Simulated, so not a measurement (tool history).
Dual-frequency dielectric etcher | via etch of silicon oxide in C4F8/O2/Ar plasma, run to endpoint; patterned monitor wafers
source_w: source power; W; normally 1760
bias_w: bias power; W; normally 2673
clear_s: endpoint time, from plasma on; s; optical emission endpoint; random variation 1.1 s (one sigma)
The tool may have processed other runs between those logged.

| run | hour | source_w | bias_w | wafers since the last listed run | hours since the last wet clean | hours since the last source power generator calibration | hours since the last bias power generator calibration | hours since the last upper electrode change | incoming incoming film thickness, nm | clear_s |
|---|---|---|---|---|---|---|---|---|---|---|
| 1 | 0 | 1760 | 2673 | 0 | 52.5 | 2073.3 | 1168.3 | 4763.2 | 1565.6 | 295.5 |
| 2 | 33.5 | 1760 | 2673 | 86 | 86 | 2106.8 | 1201.8 | 4796.7 | 1561.5 | 293.9 |
| 3 | 62.3 | 1600 | 2673 | 74 | 114.8 | 2135.6 | 1230.6 | 4825.5 | 1559.3 | 300.8 |
| 4 | 103.5 | 1760 | 2673 | 106 | 156 | 2176.8 | 1271.8 | 4866.7 | 1566.5 | 291.6 |
| 5 | 172.7 | 1760 | 2673 | 179 | 225.2 | 2246 | 1341 | 4935.9 | 1546.4 | 285.9 |
| 6 | 217.5 | 1760 | 2673 | 116 | 270 | 2290.8 | 1385.8 | 4980.7 | 1575.1 | 289.4 |
| 7 | 245.4 | 1860 | 2673 | 72 | 297.9 | 2318.7 | 1413.7 | 5008.6 | 1558.8 | 281.6 |
| 8 | 286.7 | 1860 | 2673 | 107 | 339.2 | 2360 | 1455 | 5049.9 | 1570.4 | 284.8 |
| 9 | 314.4 | 1760 | 2673 | 71 | 366.9 | 2387.7 | 1482.7 | 5077.6 | 1568.9 | 287.7 |
|  | 320.8 | bias power generator calibrated |
| 10 | 382 | 1760 | 2673 | 165 | 434.5 | 2455.3 | 61.2 | 5145.2 | 1563.2 | 288.4 |
|  | 409.4 | upper electrode replaced |
|  | 429.5 | wet clean of the chamber |
| 11 | 430 | 1760 | 2673 | 10 | 0.5 | 2503.3 | 109.2 | 20.6 | 1559.7 | 301.9 |
| 12 | 467.2 | 1760 | 2673 | 96 | 37.7 | 2540.5 | 146.4 | 57.8 | 1571.8 | 306 |
| 13 | 524.3 | 1380 | 2330 | 148 | 94.8 | 2597.6 | 203.5 | 114.9 | 1571.7 | 339.7 |
| 14 | 584.9 | 1760 | 2673 | 157 | 155.4 | 2658.2 | 264.1 | 175.5 | 1566.2 | 302.6 |
| 15 | 611.8 | 1760 | 3035 | 69 | 182.3 | 2685.1 | 291 | 202.4 | 1576.8 | 287.1 |
| 16 | 672.8 | 1520 | 3236 | 158 | 243.3 | 2746.1 | 352 | 263.4 | 1558.9 | 283.7 |
| 17 | 743.2 | 1900 | 2494 | 182 | 313.7 | 2816.5 | 422.4 | 333.8 | 1564.7 | 297 |
| 18 | 781.1 | 1760 | 2673 | 98 | 351.6 | 2854.4 | 460.3 | 371.7 | 1580.2 | 295.3 |
| 19 | 817 | 1760 | 2673 | 93 | 387.5 | 2890.3 | 496.2 | 407.6 | 1559 | 293.4 |
|  | 844.8 | wet clean of the chamber |
|  | 845.9 | source power generator calibrated |
| 20 | 876.3 | 1510 | 2149 | 88 | 31.5 | 30.4 | 555.5 | 466.9 | 1572.6 | 340.2 |
| 21 | 915.9 | 1430 | 3208 | 102 | 71.1 | 70 | 595.1 | 506.5 | 1560.4 | 290.2 |
| 22 | 949.9 | 1570 | 2954 | 88 | 105.1 | 104 | 629.1 | 540.5 | 1556.4 | 291 |
| 23 | 987.3 | 1760 | 2673 | 97 | 142.5 | 141.4 | 666.5 | 577.9 | 1565.8 | 299 |
| 24 | 1020.4 | 1330 | 2087 | 85 | 175.6 | 174.5 | 699.6 | 611 | 1557.9 | 343.6 |
| 25 | 1054.5 | 1760 | 2096 | 88 | 209.7 | 208.6 | 733.7 | 645.1 | 1550 | 320.4 |
| 26 | 1109.3 | 2150 | 2673 | 142 | 264.5 | 263.4 | 788.5 | 699.9 | 1571 | 278.8 |
| 27 | 1141.4 | 2200 | 3151 | 83 | 296.6 | 295.5 | 820.6 | 732 | 1549.3 | 255.2 |
| 28 | 1175.2 | 1760 | 2673 | 87 | 330.4 | 329.3 | 854.4 | 765.8 | 1562.3 | 290 |

Run 29, settings as shown, results not yet in. Your forecast:
| 29 | 1214.2 | 1760 | 2673 | 101 | 369.4 | 368.3 | 893.4 | 804.8 | 1568.7 | ? |

Run 29 measured clear_s 287.6 s.
Were there no unlogged condition in the tool, this run, its random variation unchanged, would have produced clear_s 302.6 s.
